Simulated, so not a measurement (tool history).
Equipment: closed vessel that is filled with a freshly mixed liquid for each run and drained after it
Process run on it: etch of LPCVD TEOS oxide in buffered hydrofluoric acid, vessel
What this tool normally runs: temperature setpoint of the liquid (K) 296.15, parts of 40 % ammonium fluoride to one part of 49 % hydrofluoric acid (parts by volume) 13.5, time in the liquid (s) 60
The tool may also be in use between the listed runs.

run	hour	temperature setpoint of the liquid (K)	parts of 40 % ammonium fluoride to one part of 49 % hydrofluoric acid (parts by volume)	time in the liquid (s)	read-back film thickness of the LPCVD TEOS oxide reference wafer, read on the same gauge (nm)	thickness taken off the LPCVD TEOS oxide on a monitor wafer (nm)
1	0	296.15	13.5	85	120.03	292.06
2	37.3	296.15	13.5	85	119.98	284.88
3	83.6	296.15	13.5	85	119.99	282.48
4	151.7	296.15	13.5	60	120.02	203.43
5	238.1	296.15	13.5	60	120.01	196.55
6	287.3	296.15	13.5	60	120.01	198.77
7	345.6	296.15	13.5	60	120	198.31
# hour 390.8: thermometer replaced
8	421.5	296.15	13.5	60	120.02	195.26
# hour 467.4: hydrofluoric acid flow meter replaced
9	506.9	296.15	13.5	60	120.01	184.35
10	574.1	296.15	13.5	40	120	121.65
11	639.7	296.15	15	60	120	163.33
# hour 648.9: hydrofluoric acid flow meter replaced, repeated, since the last time left the tool worse
12	723.1	296.15	13.5	90	120.02	313.96
13	805.2	297.65	13.5	60	120	226.83
14	892	296.15	13.5	45	119.99	156.75
15	931.4	291.15	16	60	119.99	133.07
# hour 969.9: thermometer replaced
16	1029.7	296.15	13.5	60	119.99	207.76
17	1124.9	296.15	13.5	60	119.99	203.43
# hour 1145.6: gauge calibrated
18	1164.7	298.65	10.5	50	120.01	246.7
19	1269.4	293.15	8	90	120	410.83
20	1371.8	293.15	18	70	120.01	147.19
# hour 1395.5: hydrofluoric acid flow meter replaced
# hour 1459: thermometer replaced
21	1479.8	296.15	13.5	60	119.99	211.39

For each run, the measured value with the value that run would have given without the tool's hidden condition subtracted. The run-to-run variation is shared by both, the gauge scatter possibly not:
The hidden state here: liquid hotter than its thermometer reads (K); hydrofluoric acid flow below the setpoint (%); gauge reads high (%).
run	thickness taken off the LPCVD TEOS oxide on a monitor wafer (nm)
1	-12.51
2	-13.28
3	-14.5
4	-11.9
5	-13.28
6	-14.48
7	-15.71
8	-17.08
9	-30.11
10	-20.93
11	-29.54
12	-2.57
13	-3.64
14	-3.84
15	-3.79
16	-7.92
17	-9.73
18	-12.72
19	-28.65
20	-10.93
21	-2.03
